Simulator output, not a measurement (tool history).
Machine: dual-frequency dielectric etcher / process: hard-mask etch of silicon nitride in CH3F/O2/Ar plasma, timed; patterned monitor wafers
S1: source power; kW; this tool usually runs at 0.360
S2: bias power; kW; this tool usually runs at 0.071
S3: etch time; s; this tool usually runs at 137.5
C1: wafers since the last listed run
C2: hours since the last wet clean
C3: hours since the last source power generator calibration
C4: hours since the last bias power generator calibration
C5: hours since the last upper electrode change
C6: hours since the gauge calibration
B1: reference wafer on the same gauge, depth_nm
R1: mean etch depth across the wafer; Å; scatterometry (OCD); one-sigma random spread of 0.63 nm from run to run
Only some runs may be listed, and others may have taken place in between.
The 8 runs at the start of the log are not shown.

-- hour=683.2 source power generator calibrated
run 9 hour=755.7 | S1=0.360 S2=0.071 S3=137.5 | C1=1049 C2=193.1 C3=72.5 C4=3494.0 C5=2889.1 C6=2390.0 | B1=90.7 | R1=959
run 10 hour=849.0 | S1=0.360 S2=0.071 S3=137.5 | C1=1049 C2=286.4 C3=165.8 C4=3587.3 C5=2982.4 C6=2483.3 | B1=90.8 | R1=956
-- hour=876.3 bias power generator calibrated
run 11 hour=890.8 | S1=0.390 S2=0.061 S3=117.0 | C1=425 C2=328.2 C3=207.6 C4=14.5 C5=3024.2 C6=2525.1 | B1=90.9 | R1=779
-- hour=944.7 gauge calibrated
run 12 hour=954.5 | S1=0.280 S2=0.078 S3=137.5 | C1=716 C2=391.9 C3=271.3 C4=78.2 C5=3087.9 C6=9.8 | B1=90.7 | R1=915
-- hour=1007.9 upper electrode replaced
run 13 hour=1038.4 | S1=0.360 S2=0.071 S3=153.5 | C1=673 C2=475.8 C3=355.2 C4=162.1 C5=30.5 C6=93.7 | B1=90.8 | R1=1086
run 14 hour=1108.1 | S1=0.400 S2=0.078 S3=126.5 | C1=783 C2=545.5 C3=424.9 C4=231.8 C5=100.2 C6=163.4 | B1=90.8 | R1=972
-- hour=1160.9 wet clean of the chamber
run 15 hour=1197.3 | S1=0.360 S2=0.071 S3=178.5 | C1=733 C2=36.4 C3=514.1 C4=321.0 C5=189.4 C6=252.6 | B1=90.8 | R1=1233
run 16 hour=1289.8 | S1=0.360 S2=0.056 S3=137.5 | C1=1040 C2=128.9 C3=606.6 C4=413.5 C5=281.9 C6=345.1 | B1=90.6 | R1=851
run 17 hour=1345.5 | S1=0.360 S2=0.066 S3=119.5 | C1=626 C2=184.6 C3=662.3 C4=469.2 C5=337.6 C6=400.8 | B1=90.6 | R1=795
run 18 hour=1542.2 | S1=0.360 S2=0.071 S3=137.5 | C1=2212 C2=381.3 C3=859.0 C4=665.9 C5=534.3 C6=597.5 | B1=90.6 | R1=968
run 19 hour=1620.3 | S1=0.360 S2=0.071 S3=137.5 | C1=878 C2=459.4 C3=937.1 C4=744.0 C5=612.4 C6=675.6 | B1=90.8 | R1=977
run 20 hour=1691.5 | S1=0.360 S2=0.071 S3=137.5 | C1=800 C2=530.6 C3=1008.3 C4=815.2 C5=683.6 C6=746.8 | B1=90.5 | R1=968
-- hour=1759.3 wet clean of the chamber
run 21 hour=1759.8 | S1=0.360 S2=0.071 S3=137.5 | C1=498 C2=0.5 C3=1076.6 C4=883.5 C5=751.9 C6=815.1 | B1=90.7 | R1=959
run 22 hour=1832.5 | S1=0.360 S2=0.071 S3=153.5 | C1=817 C2=73.2 C3=1149.3 C4=956.2 C5=824.6 C6=887.8 | B1=90.7 | R1=1065
run 23 hour=1914.7 | S1=0.360 S2=0.071 S3=137.5 | C1=924 C2=155.4 C3=1231.5 C4=1038.4 C5=906.8 C6=970.0 | B1=90.6 | R1=967
run 24 hour=2202.7 | S1=0.360 S2=0.084 S3=101.0 | C1=3238 C2=443.4 C3=1519.5 C4=1326.4 C5=1194.8 C6=1258.0 | B1=90.6 | R1=769
run 25 hour=2280.3 | S1=0.450 S2=0.086 S3=113.0 | C1=872 C2=521.0 C3=1597.1 C4=1404.0 C5=1272.4 C6=1335.6 | B1=90.7 | R1=969
run 26 hour=2345.4 | S1=0.290 S2=0.066 S3=176.5 | C1=732 C2=586.1 C3=1662.2 C4=1469.1 C5=1337.5 C6=1400.7 | B1=90.6 | R1=1133
-- hour=2423.3 wet clean of the chamber
run 27 hour=2430.9 | S1=0.360 S2=0.071 S3=173.5 | C1=691 C2=7.6 C3=1747.7 C4=1554.6 C5=1423.0 C6=1486.2 | B1=90.5 | R1=1184
run 28 hour=2473.8 | S1=0.320 S2=0.080 S3=103.5 | C1=482 C2=50.5 C3=1790.6 C4=1597.5 C5=1465.9 C6=1529.1 | B1=90.7 | R1=717
run 29 hour=2531.3 | S1=0.360 S2=0.071 S3=114.0 | C1=646 C2=108.0 C3=1848.1 C4=1655.0 C5=1523.4 C6=1586.6 | B1=90.5 | R1=784
run 30 hour=2636.6 | S1=0.430 S2=0.071 S3=122.5 | C1=1184 C2=213.3 C3=1953.4 C4=1760.3 C5=1628.7 C6=1691.9 | B1=90.7 | R1=906

What if the next run were any one of these 4? Each begins from the tool's condition after run 30:
run A hour=2637.1 | S1=0.360 S2=0.071 S3=137.5 | C1=5 C2=213.8 C3=1953.9 C4=1760.8 C5=1629.2 C6=1692.4 | B1=? | R1=?
run B hour=2637.1 | S1=0.360 S2=0.086 S3=122.5 | C1=5 C2=213.8 C3=1953.9 C4=1760.8 C5=1629.2 C6=1692.4 | B1=? | R1=?
run C hour=2637.1 | S1=0.360 S2=0.059 S3=169.5 | C1=5 C2=213.8 C3=1953.9 C4=1760.8 C5=1629.2 C6=1692.4 | B1=? | R1=?
run D hour=2637.1 | S1=0.400 S2=0.062 S3=137.5 | C1=5 C2=213.8 C3=1953.9 C4=1760.8 C5=1629.2 C6=1692.4 | B1=? | R1=?

run=A B1=90.6 R1=957
run=B B1=90.6 R1=931
run=C B1=90.6 R1=1082
run=D B1=90.6 R1=935
Without the tool's unlogged condition, the same runs would have read:
run=A R1=945
run=B R1=919
run=C R1=1069
run=D R1=924

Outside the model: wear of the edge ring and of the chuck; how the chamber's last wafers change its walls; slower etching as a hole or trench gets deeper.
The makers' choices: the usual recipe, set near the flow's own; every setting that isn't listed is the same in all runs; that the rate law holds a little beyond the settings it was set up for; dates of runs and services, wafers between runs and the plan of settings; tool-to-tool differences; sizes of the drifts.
